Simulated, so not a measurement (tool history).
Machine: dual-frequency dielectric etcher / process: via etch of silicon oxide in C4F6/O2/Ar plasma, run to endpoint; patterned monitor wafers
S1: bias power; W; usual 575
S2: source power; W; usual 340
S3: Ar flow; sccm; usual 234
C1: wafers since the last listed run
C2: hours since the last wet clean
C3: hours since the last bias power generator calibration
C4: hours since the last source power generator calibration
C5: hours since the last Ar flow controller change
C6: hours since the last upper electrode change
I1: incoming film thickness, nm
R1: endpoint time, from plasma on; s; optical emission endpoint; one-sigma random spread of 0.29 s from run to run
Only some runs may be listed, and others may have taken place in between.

run   hour   S1   S2   S3    C1     C2      C3      C4      C5      C6     I1    R1
  1    0.0  575  340  234     0  202.8  5345.3  1870.7  1432.7  5436.6  197.7  38.6
  2   15.7  575  340  234   304  218.5  5361.0  1886.4  1448.4  5452.3  198.5  38.5
  3   40.5  575  340  234   481  243.3  5385.8  1911.2  1473.2  5477.1  199.7  39.0
  4   52.8  575  340  234   238  255.6  5398.1  1923.5  1485.5  5489.4  197.3  38.0
  5   67.8  575  310  234   291  270.6  5413.1  1938.5  1500.5  5504.4  197.6  40.2
  6   91.6  575  290  234   462  294.4  5436.9  1962.3  1524.3  5528.2  199.5  41.8
  7  122.4  575  290  234   598  325.2  5467.7  1993.1  1555.1  5559.0  198.8  40.7
     142.9  -- source power generator calibrated
  8  143.9  575  290  234   339  346.7  5489.2     1.0  1576.6  5580.5  198.3  41.0
     150.4  -- bias power generator calibrated
  9  166.3  575  340  234   357  369.1    15.9    23.4  1599.0  5602.9  199.9  38.7
     207.1  -- upper electrode replaced
 10  207.6  575  340  234   336  410.4    57.2    64.7  1640.3     0.5  198.1  38.0
 11  235.0  651  270  234   532  437.8    84.6    92.1  1667.7    27.9  199.3  40.9
     272.6  -- wet clean of the chamber
 12  273.1  637  390  185   273    0.5   122.7   130.2  1705.8    66.0  201.8  35.7
 13  292.4  661  380  234   374   19.8   142.0   149.5  1725.1    85.3  201.0  35.8
     378.5  -- Ar flow controller replaced
 14  379.0  653  270  276  1565  106.4   228.6   236.1     0.5   171.9  200.6  42.6
 15  400.5  650  270  234   417  127.9   250.1   257.6    22.0   193.4  199.5  42.1
 16  418.9  575  400  184   357  146.3   268.5   276.0    40.4   211.8  199.8  35.3

Run 17 has not been measured yet. What should we expect?
 17  432.8  529  310  234  269  160.2  282.4  289.9  54.3  225.7  197.7   ?

{"run 17": {"R1": 41.6}}
Without the tool's hidden state the same run would have given R1 42.5 s.
